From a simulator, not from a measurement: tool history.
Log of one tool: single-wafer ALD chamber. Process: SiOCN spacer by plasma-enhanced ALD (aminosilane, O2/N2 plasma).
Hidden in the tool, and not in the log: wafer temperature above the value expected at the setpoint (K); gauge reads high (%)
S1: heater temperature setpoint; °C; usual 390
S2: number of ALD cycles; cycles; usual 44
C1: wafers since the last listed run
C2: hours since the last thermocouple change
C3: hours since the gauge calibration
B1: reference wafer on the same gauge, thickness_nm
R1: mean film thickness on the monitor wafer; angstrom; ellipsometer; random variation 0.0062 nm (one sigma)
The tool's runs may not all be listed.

run	day	S1	S2	C1	C2	C3	B1	R1
1	0	390	49	0	233.7	549.1	2.214	27.98
2	2.396	390	44	403	291.2	606.6	2.215	25.15
3	5.5	390	44	523	365.7	681.1	2.218	25.08
4	9.438	390	44	663	460.2	775.6	2.221	25.17
5	11.783	390	44	395	516.5	831.9	2.222	25.08
6	13.646	390	44	313	561.2	876.6	2.226	25.21
7	17.404	390	44	633	651.4	966.8	2.226	25.21
8	21.712	379	44	726	754.8	1070.2	2.23	25.18
9	23.542	379	44	308	798.7	1114.1	2.231	25.39
10	27.538	379	44	673	894.6	1210	2.235	25.28
11	29.621	390	44	351	944.6	1260	2.239	25.37
# day 30.788: thermocouple changed; heater temperature recalibrated
12	31.596	390	44	276	19.4	1307.4	2.239	25.34
13	33.112	390	39	255	55.8	1343.8	2.241	22.51
14	36.621	390	35	591	140	1428	2.241	20.24
# day 37.6: gauge calibrated
15	39.421	390	47	471	207.2	43.7	2.198	26.63
16	42.221	382	39	471	274.4	110.9	2.201	22.11
17	45.254	384	47	511	347.2	183.7	2.204	26.7
18	47.517	379	44	381	401.5	238	2.204	24.9
19	51.217	384	46	623	490.3	326.8	2.205	26.12
20	55.608	390	44	740	595.7	432.2	2.212	25.01
21	57.3	399	47	285	636.3	472.8	2.21	26.66
22	59.725	376	40	408	694.5	531	2.214	22.85
23	63.812	390	44	688	792.6	629.1	2.216	25.12
24	67.95	382	50	697	891.9	728.4	2.221	28.65
25	69.488	390	38	259	928.8	765.3	2.222	21.77
# day 70.971: thermocouple changed; heater temperature recalibrated
26	71.204	390	44	233	5.6	806.5	2.225	25.29

Forecast each of these 4 alternatives for the next run:
A	71.225	390	44	3	6.1	807	?	?
B	71.225	384	41	3	6.1	807	?	?
C	71.225	405	44	3	6.1	807	?	?
D	71.225	382	44	3	6.1	807	?	?

run	B1	R1
A	2.22	25.09
B	2.22	23.38
C	2.22	24.63
D	2.22	25.09
Without the tool's hidden state the same runs would have given:
run	R1
A	24.83
B	23.14
C	24.38
D	24.83

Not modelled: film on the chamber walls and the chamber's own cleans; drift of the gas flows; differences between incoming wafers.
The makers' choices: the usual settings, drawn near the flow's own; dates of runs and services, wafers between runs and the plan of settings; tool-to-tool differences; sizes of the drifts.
